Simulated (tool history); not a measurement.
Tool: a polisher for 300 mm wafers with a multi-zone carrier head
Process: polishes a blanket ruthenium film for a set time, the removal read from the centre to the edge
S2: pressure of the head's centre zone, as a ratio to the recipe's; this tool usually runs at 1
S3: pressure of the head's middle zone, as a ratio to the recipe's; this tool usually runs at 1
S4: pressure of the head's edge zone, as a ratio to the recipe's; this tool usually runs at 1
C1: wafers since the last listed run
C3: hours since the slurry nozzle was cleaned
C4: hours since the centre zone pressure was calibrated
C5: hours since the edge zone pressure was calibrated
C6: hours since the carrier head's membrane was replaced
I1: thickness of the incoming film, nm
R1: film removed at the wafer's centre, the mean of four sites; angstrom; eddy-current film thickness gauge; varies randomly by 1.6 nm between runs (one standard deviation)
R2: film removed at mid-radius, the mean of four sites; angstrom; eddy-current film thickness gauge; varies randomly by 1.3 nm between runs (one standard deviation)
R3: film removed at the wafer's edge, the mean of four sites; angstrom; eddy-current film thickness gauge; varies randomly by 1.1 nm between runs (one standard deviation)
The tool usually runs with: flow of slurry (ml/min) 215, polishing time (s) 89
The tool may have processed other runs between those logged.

run 1 hour=0 | flow_of_slurry_(ml/min)=215 S2=1 S3=1 S4=1 polishing_time_(s)=89 | C1=0 wafers_polished_on_this_pad=830 C3=470.4 C4=394.1 C5=42.7 C6=17.4 | I1=419.7 | R1=1034 R2=1031 R3=1025
run 2 hour=9.1 | flow_of_slurry_(ml/min)=165 S2=1 S3=1 S4=1 polishing_time_(s)=89 | C1=61 wafers_polished_on_this_pad=891 C3=479.5 C4=403.2 C5=51.8 C6=26.5 | I1=421.3 | R1=964 R2=986 R3=975
-- hour=13.7 worn pad replaced by a new one
run 3 hour=25.8 | flow_of_slurry_(ml/min)=215 S2=1.05 S3=1.05 S4=1.07 polishing_time_(s)=89 | C1=85 wafers_polished_on_this_pad=81 C3=496.2 C4=419.9 C5=68.5 C6=43.2 | I1=412.1 | R1=1087 R2=1074 R3=1061
run 4 hour=50.1 | flow_of_slurry_(ml/min)=235 S2=1 S3=1.05 S4=1.08 polishing_time_(s)=89 | C1=163 wafers_polished_on_this_pad=244 C3=520.5 C4=444.2 C5=92.8 C6=67.5 | I1=416.8 | R1=1067 R2=1082 R3=1050
-- hour=55.8 centre zone pressure recalibrated
run 5 hour=64.4 | flow_of_slurry_(ml/min)=280 S2=1 S3=1 S4=1 polishing_time_(s)=103 | C1=82 wafers_polished_on_this_pad=327 C3=534.8 C4=8.6 C5=107.1 C6=81.8 | I1=420.2 | R1=1265 R2=1246 R3=1215
-- hour=71 slurry nozzle cleaned
run 6 hour=71.5 | flow_of_slurry_(ml/min)=215 S2=1 S3=1.09 S4=1 polishing_time_(s)=89 | C1=40 wafers_polished_on_this_pad=367 C3=0.5 C4=15.7 C5=114.2 C6=88.9 | I1=420.1 | R1=929 R2=1027 R3=959
run 7 hour=88.2 | flow_of_slurry_(ml/min)=215 S2=1 S3=1 S4=1 polishing_time_(s)=89 | C1=112 wafers_polished_on_this_pad=480 C3=17.2 C4=32.4 C5=130.9 C6=105.6 | I1=427.7 | R1=934 R2=947 R3=943
run 8 hour=104.5 | flow_of_slurry_(ml/min)=190 S2=1 S3=1 S4=1 polishing_time_(s)=89 | C1=109 wafers_polished_on_this_pad=589 C3=33.5 C4=48.7 C5=147.2 C6=121.9 | I1=418.8 | R1=856 R2=900 R3=918
run 9 hour=116.3 | flow_of_slurry_(ml/min)=215 S2=1.05 S3=1 S4=1 polishing_time_(s)=89 | C1=79 wafers_polished_on_this_pad=668 C3=45.3 C4=60.5 C5=159 C6=133.7 | I1=418.8 | R1=965 R2=912 R3=936
run 10 hour=131.5 | flow_of_slurry_(ml/min)=215 S2=1 S3=1 S4=0.94 polishing_time_(s)=119 | C1=102 wafers_polished_on_this_pad=770 C3=60.5 C4=75.7 C5=174.2 C6=148.9 | I1=422.7 | R1=1223 R2=1269 R3=1238
run 11 hour=149.3 | flow_of_slurry_(ml/min)=150 S2=1 S3=1 S4=1.06 polishing_time_(s)=61 | C1=119 wafers_polished_on_this_pad=890 C3=78.3 C4=93.5 C5=192 C6=166.7 | I1=414.2 | R1=548 R2=547 R3=605
-- hour=176 worn pad replaced by a new one
run 12 hour=177.2 | flow_of_slurry_(ml/min)=280 S2=1.12 S3=0.9 S4=1.06 polishing_time_(s)=89 | C1=160 wafers_polished_on_this_pad=7 C3=106.2 C4=121.4 C5=219.9 C6=194.6 | I1=414.8 | R1=1069 R2=915 R3=1018
run 13 hour=185.4 | flow_of_slurry_(ml/min)=215 S2=0.91 S3=1.1 S4=1 polishing_time_(s)=89 | C1=55 wafers_polished_on_this_pad=62 C3=114.4 C4=129.6 C5=228.1 C6=202.8 | I1=420.2 | R1=848 R2=991 R3=947
-- hour=197.7 slurry nozzle cleaned, repeated, since the last time left the tool worse
run 14 hour=202.2 | flow_of_slurry_(ml/min)=215 S2=1 S3=1 S4=1 polishing_time_(s)=89 | C1=106 wafers_polished_on_this_pad=168 C3=4.5 C4=146.4 C5=244.9 C6=219.6 | I1=426.6 | R1=1083 R2=1080 R3=1034
run 15 hour=217.4 | flow_of_slurry_(ml/min)=215 S2=1 S3=1 S4=1 polishing_time_(s)=89 | C1=102 wafers_polished_on_this_pad=271 C3=19.7 C4=161.6 C5=260.1 C6=234.8 | I1=416.9 | R1=1096 R2=1075 R3=1064
run 16 hour=230.8 | flow_of_slurry_(ml/min)=215 S2=1 S3=1 S4=1 polishing_time_(s)=89 | C1=89 wafers_polished_on_this_pad=360 C3=33.1 C4=175 C5=273.5 C6=248.2 | I1=412 | R1=1046 R2=1094 R3=1048
run 17 hour=242.2 | flow_of_slurry_(ml/min)=170 S2=1 S3=1 S4=1.05 polishing_time_(s)=89 | C1=76 wafers_polished_on_this_pad=437 C3=44.5 C4=186.4 C5=284.9 C6=259.6 | I1=421 | R1=1039 R2=1036 R3=1023
run 18 hour=257.2 | flow_of_slurry_(ml/min)=180 S2=1.06 S3=0.92 S4=1 polishing_time_(s)=59 | C1=100 wafers_polished_on_this_pad=538 C3=59.5 C4=201.4 C5=299.9 C6=274.6 | I1=423.8 | R1=707 R2=652 R3=677
run 19 hour=264.8 | flow_of_slurry_(ml/min)=215 S2=1 S3=1 S4=1 polishing_time_(s)=89 | C1=51 wafers_polished_on_this_pad=589 C3=67.1 C4=209 C5=307.5 C6=282.2 | I1=416.7 | R1=1083 R2=1067 R3=1050
run 20 hour=276.5 | flow_of_slurry_(ml/min)=275 S2=1 S3=1 S4=1 polishing_time_(s)=117 | C1=78 wafers_polished_on_this_pad=667 C3=78.8 C4=220.7 C5=319.2 C6=293.9 | I1=422.1 | R1=1442 R2=1478 R3=1404
run 21 hour=284.9 | flow_of_slurry_(ml/min)=270 S2=1 S3=1.05 S4=1.07 polishing_time_(s)=105 | C1=56 wafers_polished_on_this_pad=724 C3=87.2 C4=229.1 C5=327.6 C6=302.3 | I1=417.6 | R1=1300 R2=1345 R3=1302
run 22 hour=294 | flow_of_slurry_(ml/min)=235 S2=1 S3=1.06 S4=0.91 polishing_time_(s)=110 | C1=61 wafers_polished_on_this_pad=785 C3=96.3 C4=238.2 C5=336.7 C6=311.4 | I1=416.5 | R1=1403 R2=1442 R3=1258
run 23 hour=303.2 | flow_of_slurry_(ml/min)=215 S2=0.89 S3=0.9 S4=1.1 polishing_time_(s)=120 | C1=61 wafers_polished_on_this_pad=847 C3=105.5 C4=247.4 C5=345.9 C6=320.6 | I1=418.3 | R1=1325 R2=1350 R3=1490

Alternative continuations, all from the tool just after run 23; predict every row:
run A hour=303.7 | flow_of_slurry_(ml/min)=215 S2=1 S3=1 S4=1 polishing_time_(s)=89 | C1=3 wafers_polished_on_this_pad=850 C3=106 C4=247.9 C5=346.4 C6=321.1 | I1=417.6 | R1=? R2=? R3=?
run B hour=303.7 | flow_of_slurry_(ml/min)=215 S2=1 S3=0.94 S4=1 polishing_time_(s)=66 | C1=3 wafers_polished_on_this_pad=850 C3=106 C4=247.9 C5=346.4 C6=321.1 | I1=417.6 | R1=? R2=? R3=?
run C hour=303.7 | flow_of_slurry_(ml/min)=215 S2=1 S3=0.89 S4=1.07 polishing_time_(s)=103 | C1=3 wafers_polished_on_this_pad=850 C3=106 C4=247.9 C5=346.4 C6=321.1 | I1=417.6 | R1=? R2=? R3=?

run=A R1=1076 R2=1060 R3=1065
run=B R1=798 R2=746 R3=790
run=C R1=1244 R2=1113 R3=1276
With no hidden state in the tool, these same runs would have given:
run=A R1=1079 R2=1063 R3=1067
run=B R1=800 R2=748 R3=792
run=C R1=1248 R2=1116 R3=1278
